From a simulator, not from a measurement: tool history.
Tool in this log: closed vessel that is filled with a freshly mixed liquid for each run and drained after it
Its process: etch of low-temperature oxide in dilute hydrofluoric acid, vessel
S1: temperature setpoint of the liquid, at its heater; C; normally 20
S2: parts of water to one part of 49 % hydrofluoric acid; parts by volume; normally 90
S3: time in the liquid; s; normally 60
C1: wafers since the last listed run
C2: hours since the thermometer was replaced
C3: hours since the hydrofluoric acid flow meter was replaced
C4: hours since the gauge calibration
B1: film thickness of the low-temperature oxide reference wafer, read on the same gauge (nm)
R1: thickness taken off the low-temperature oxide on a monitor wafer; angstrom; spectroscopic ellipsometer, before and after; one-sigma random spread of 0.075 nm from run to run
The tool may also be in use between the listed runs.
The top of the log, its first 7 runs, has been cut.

run   hour    S1   S2  S3    C1      C2     C3     C4      B1     R1
  8  108.6    20   65  35  1744  1531.9  125.2   37.1  139.99   67.6
  9    118  23.5   55  45  1389  1541.3  134.6   46.5  139.99  120.1
 10  129.6    20   90  60  1714  1552.9  146.2   58.1  139.99   80.4
     137.6  -- thermometer replaced
 11  138.2    20   55  60  1123     0.6  154.8   66.7  140.02  136.9
 12  148.7  17.5  120  90  1552    11.1  165.3   77.2  140.03   79.4
 13  163.5    20  120  50  2187    25.9  180.1     92  140.06   49.9
 14  199.1    17   55  85  5262    61.5  215.7  127.6  139.99  170.9
 15  207.1    20   60  70  1182    69.5  223.7  135.6  139.94  146.7
 16  215.4  22.5  135  60  1226    77.8    232  143.9  140.01     56
 17  223.9    20   90  60  1256    86.3  240.5  152.4  140.03   81.2
 18  236.1  23.5   90  60  1803    98.5  252.7  164.6  139.98   92.9
 19  248.8  17.5   90  30  1877   111.2  265.4  177.3     140   35.9
 20  259.5    17   50  60  1581   121.9  276.1    188  139.95  133.6
 21  266.6  18.5   55  75  1049     129  283.2  195.1  139.99    161
 22  276.1    23  120  45  1404   138.5  292.7  204.6  140.02   48.8
 23  286.9    17   60  60  1596   149.3  303.5  215.4  139.99    109
 24  296.8    20   90  85  1463   159.2  313.4  225.3  139.94  114.1
 25  322.9    20  120  50  3858   185.3  339.5  251.4     140   48.5
 26  330.7    25  110  50  1153   193.1  347.3  259.2     140   64.7
 27  339.6    20   90  60  1315     202  356.2  268.1  140.01   81.2
 28  352.5  21.5  105  40  1906   214.9  369.1    281  140.02   47.3
 29  362.3    20   90  45  1448   224.7  378.9  290.8  139.98   59.1
 30  377.2    20   90  60  2202   239.6  393.8  305.7  140.05     79
 31    384    20   90  60  1005   246.4  400.6  312.5  140.01   80.1
 32  401.8    20   90  60  2631   264.2  418.4  330.3     140   79.6

Here are 5 independent what-if runs from the current tool condition. What would each one return?
  A  402.5    20   90  60  103  264.9  419.1  331   ?   ?
  B  402.5    17  115  45  103  264.9  419.1  331   ?   ?
  C  402.5    17   55  60  103  264.9  419.1  331   ?   ?
  D  402.5  21.5   90  60  103  264.9  419.1  331   ?   ?
  E  402.5    22  110  80  103  264.9  419.1  331   ?   ?

run      B1     R1
  A  140.03   78.2
  B  140.03   39.4
  C  140.03  117.5
  D  140.03   83.1
  E  140.03   90.3
With the hidden condition removed and each run's random variation left untouched, the same runs would have given:
run     R1
  A   83.5
  B   42.1
  C  125.2
  D   88.9
  E   96.6

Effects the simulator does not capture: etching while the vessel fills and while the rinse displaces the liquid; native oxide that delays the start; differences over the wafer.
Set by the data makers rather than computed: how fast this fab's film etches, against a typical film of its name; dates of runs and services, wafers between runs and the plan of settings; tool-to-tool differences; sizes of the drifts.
